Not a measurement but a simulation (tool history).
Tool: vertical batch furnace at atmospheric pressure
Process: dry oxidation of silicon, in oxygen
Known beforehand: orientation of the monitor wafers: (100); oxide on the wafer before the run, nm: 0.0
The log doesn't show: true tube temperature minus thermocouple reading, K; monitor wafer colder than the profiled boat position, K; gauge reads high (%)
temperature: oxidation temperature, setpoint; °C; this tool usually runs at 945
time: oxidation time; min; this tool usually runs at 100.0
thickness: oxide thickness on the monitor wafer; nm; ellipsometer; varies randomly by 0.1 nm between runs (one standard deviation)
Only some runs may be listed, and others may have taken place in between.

run	hour	temperature	time	wafers since the last listed run	hours since the last temperature calibration	hours since the boat lift was adjusted	hours since the gauge calibration	read-back reference wafer on the same gauge, thickness	thickness
1	0.0	945	88.0	0	1572.0	1204.4	164.4	37.59	38.84
2	40.5	945	88.0	563	1612.5	1244.9	204.9	37.61	38.81
3	102.4	927	100.0	861	1674.4	1306.8	266.8	37.62	35.16
4	172.6	927	100.0	976	1744.6	1377.0	337.0	37.60	35.26
5	210.7	927	100.0	530	1782.7	1415.1	375.1	37.60	35.06
6	249.4	955	100.0	538	1821.4	1453.8	413.8	37.60	47.12
# hour 302.2: thermocouples replaced and temperature profile calibrated
7	302.7	955	100.0	407	0.5	1507.1	467.1	37.58	47.05
8	363.7	933	118.0	848	61.5	1568.1	528.1	37.60	42.01
# hour 379.4: gauge calibrated
# hour 393.8: boat lift adjusted
9	423.8	964	61.0	502	121.6	30.0	44.4	37.61	37.36
10	494.6	955	100.0	985	192.4	100.8	115.2	37.60	47.97
11	527.5	945	100.0	457	225.3	133.7	148.1	37.60	43.26
12	587.0	936	82.5	827	284.8	193.2	207.6	37.61	34.48
13	657.8	935	135.5	985	355.6	264.0	278.4	37.59	48.27
14	688.5	937	100.0	427	386.3	294.7	309.1	37.58	39.43

Alternative continuations, all from the tool just after run 14; predict every row:
A	694.2	958	100.0	79	392.0	300.4	314.8	?	?
B	694.2	927	133.5	79	392.0	300.4	314.8	?	?
C	694.2	960	135.5	79	392.0	300.4	314.8	?	?

run	read-back reference wafer on the same gauge, thickness	thickness
A	37.60	49.36
B	37.60	43.87
C	37.60	62.31
Take away the tool's hidden state, keep each run's random variation, and the runs would have read:
run	thickness
A	49.64
B	44.15
C	62.64

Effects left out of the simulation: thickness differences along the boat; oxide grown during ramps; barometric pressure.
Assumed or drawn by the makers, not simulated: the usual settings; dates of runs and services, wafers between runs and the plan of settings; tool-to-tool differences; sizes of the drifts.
